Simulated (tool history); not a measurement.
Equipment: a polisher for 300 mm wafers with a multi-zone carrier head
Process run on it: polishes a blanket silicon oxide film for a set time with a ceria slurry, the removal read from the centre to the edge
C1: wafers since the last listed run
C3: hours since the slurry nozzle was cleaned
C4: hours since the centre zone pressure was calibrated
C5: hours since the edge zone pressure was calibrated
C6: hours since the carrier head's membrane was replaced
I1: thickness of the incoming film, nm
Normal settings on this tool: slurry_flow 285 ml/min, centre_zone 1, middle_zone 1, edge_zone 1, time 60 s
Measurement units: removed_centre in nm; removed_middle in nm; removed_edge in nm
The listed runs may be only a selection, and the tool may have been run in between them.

{"run": 1, "hour": 0.0, "slurry_flow": 285, "centre_zone": 1, "middle_zone": 1, "edge_zone": 1, "time": 60, "C1": 0, "wafers polished on this pad": 8, "C3": 62.8, "C4": 986.8, "C5": 761.1, "C6": 1294.6, "I1": 948.3, "removed_centre": 249.1, "removed_middle": 246.1, "removed_edge": 250.2}
{"run": 2, "hour": 15.4, "slurry_flow": 285, "centre_zone": 1, "middle_zone": 1, "edge_zone": 1, "time": 60, "C1": 249, "wafers polished on this pad": 257, "C3": 78.2, "C4": 1002.2, "C5": 776.5, "C6": 1310, "I1": 956.9, "removed_centre": 249, "removed_middle": 252.1, "removed_edge": 243.4}
{"run": 3, "hour": 29.3, "slurry_flow": 285, "centre_zone": 1, "middle_zone": 1.04, "edge_zone": 1, "time": 60, "C1": 225, "wafers polished on this pad": 482, "C3": 92.1, "C4": 1016.1, "C5": 790.4, "C6": 1323.9, "I1": 960.7, "removed_centre": 247.5, "removed_middle": 257.2, "removed_edge": 246.1}
{"run": 4, "hour": 39.0, "slurry_flow": 285, "centre_zone": 1, "middle_zone": 1.04, "edge_zone": 1, "time": 60, "C1": 157, "wafers polished on this pad": 639, "C3": 101.8, "C4": 1025.8, "C5": 800.1, "C6": 1333.6, "I1": 940.1, "removed_centre": 247.5, "removed_middle": 258.7, "removed_edge": 248.5}
{"run": 5, "hour": 51.6, "slurry_flow": 285, "centre_zone": 1, "middle_zone": 1, "edge_zone": 1, "time": 60, "C1": 203, "wafers polished on this pad": 843, "C3": 114.4, "C4": 1038.4, "C5": 812.7, "C6": 1346.2, "I1": 950, "removed_centre": 246.5, "removed_middle": 250.7, "removed_edge": 256.8}
{"hour": 65.6, "done": "carrier head's membrane replaced by a new one"}
{"run": 6, "hour": 68.9, "slurry_flow": 285, "centre_zone": 1, "middle_zone": 1, "edge_zone": 1, "time": 60, "C1": 199, "wafers polished on this pad": 1042, "C3": 131.7, "C4": 1055.7, "C5": 830, "C6": 3.3, "I1": 964, "removed_centre": 246.8, "removed_middle": 255.2, "removed_edge": 251.4}
{"hour": 74.9, "done": "worn pad replaced by a new one"}
{"run": 7, "hour": 83.1, "slurry_flow": 285, "centre_zone": 1, "middle_zone": 1, "edge_zone": 1, "time": 60, "C1": 165, "wafers polished on this pad": 132, "C3": 145.9, "C4": 1069.9, "C5": 844.2, "C6": 17.5, "I1": 939.9, "removed_centre": 247.4, "removed_middle": 251.2, "removed_edge": 257}
{"hour": 89.6, "done": "centre zone pressure recalibrated"}
{"run": 8, "hour": 90.1, "slurry_flow": 285, "centre_zone": 1.06, "middle_zone": 1, "edge_zone": 1.1, "time": 60, "C1": 80, "wafers polished on this pad": 213, "C3": 152.9, "C4": 0.5, "C5": 851.2, "C6": 24.5, "I1": 941, "removed_centre": 261.5, "removed_middle": 247.2, "removed_edge": 261.9}
{"run": 9, "hour": 105.1, "slurry_flow": 285, "centre_zone": 1, "middle_zone": 1, "edge_zone": 1, "time": 60, "C1": 242, "wafers polished on this pad": 455, "C3": 167.9, "C4": 15.5, "C5": 866.2, "C6": 39.5, "I1": 951.9, "removed_centre": 251.3, "removed_middle": 244.9, "removed_edge": 247.3}
{"run": 10, "hour": 122.5, "slurry_flow": 260, "centre_zone": 1, "middle_zone": 0.9, "edge_zone": 1, "time": 60, "C1": 281, "wafers polished on this pad": 737, "C3": 185.3, "C4": 32.9, "C5": 883.6, "C6": 56.9, "I1": 956.7, "removed_centre": 245.7, "removed_middle": 237.1, "removed_edge": 250.8}
{"hour": 133.7, "done": "worn pad replaced by a new one"}
{"hour": 135.5, "done": "edge zone pressure recalibrated"}
{"hour": 151.9, "done": "slurry nozzle cleaned"}
{"run": 11, "hour": 154.3, "slurry_flow": 285, "centre_zone": 1.09, "middle_zone": 1, "edge_zone": 1, "time": 60, "C1": 403, "wafers polished on this pad": 287, "C3": 2.4, "C4": 64.7, "C5": 18.8, "C6": 88.7, "I1": 943.4, "removed_centre": 274.2, "removed_middle": 250.3, "removed_edge": 254.6}
{"run": 12, "hour": 168.7, "slurry_flow": 285, "centre_zone": 1, "middle_zone": 0.9, "edge_zone": 1, "time": 60, "C1": 233, "wafers polished on this pad": 520, "C3": 16.8, "C4": 79.1, "C5": 33.2, "C6": 103.1, "I1": 943.2, "removed_centre": 249.5, "removed_middle": 233.8, "removed_edge": 249.8}
{"run": 13, "hour": 184.6, "slurry_flow": 285, "centre_zone": 1, "middle_zone": 1, "edge_zone": 0.94, "time": 73, "C1": 257, "wafers polished on this pad": 778, "C3": 32.7, "C4": 95, "C5": 49.1, "C6": 119, "I1": 953.5, "removed_centre": 299, "removed_middle": 303.7, "removed_edge": 292.4}
{"run": 14, "hour": 192.2, "slurry_flow": 195, "centre_zone": 1, "middle_zone": 0.91, "edge_zone": 1, "time": 60, "C1": 123, "wafers polished on this pad": 901, "C3": 40.3, "C4": 102.6, "C5": 56.7, "C6": 126.6, "I1": 951.2, "removed_centre": 233.2, "removed_middle": 226.9, "removed_edge": 242.7}
{"hour": 197.7, "done": "worn pad replaced by a new one"}
{"run": 15, "hour": 204.8, "slurry_flow": 285, "centre_zone": 1, "middle_zone": 1, "edge_zone": 1, "time": 60, "C1": 139, "wafers polished on this pad": 114, "C3": 52.9, "C4": 115.2, "C5": 69.3, "C6": 139.2, "I1": 958.5, "removed_centre": 250.6, "removed_middle": 252.9, "removed_edge": 255.1}

Take each entry between the runs: how does the hidden state at the last listed run before it differ from the hidden state at the first listed run after it?
Logged between run 5 and run 6: carrier head's membrane replaced by a new one (hour 65.6)
  no difference in the tool's unlogged condition between these two runs
Logged between run 6 and run 7: worn pad replaced by a new one (hour 74.9)
  no difference in the tool's unlogged condition between these two runs
Logged between run 7 and run 8: centre zone pressure recalibrated (hour 89.6)
  no difference in the tool's unlogged condition between these two runs
Logged between run 10 and run 11: worn pad replaced by a new one (hour 133.7); edge zone pressure recalibrated (hour 135.5); slurry nozzle cleaned (hour 151.9)
  no difference in the tool's unlogged condition between these two runs
Logged between run 14 and run 15: worn pad replaced by a new one (hour 197.7)
  no difference in the tool's unlogged condition between these two runs

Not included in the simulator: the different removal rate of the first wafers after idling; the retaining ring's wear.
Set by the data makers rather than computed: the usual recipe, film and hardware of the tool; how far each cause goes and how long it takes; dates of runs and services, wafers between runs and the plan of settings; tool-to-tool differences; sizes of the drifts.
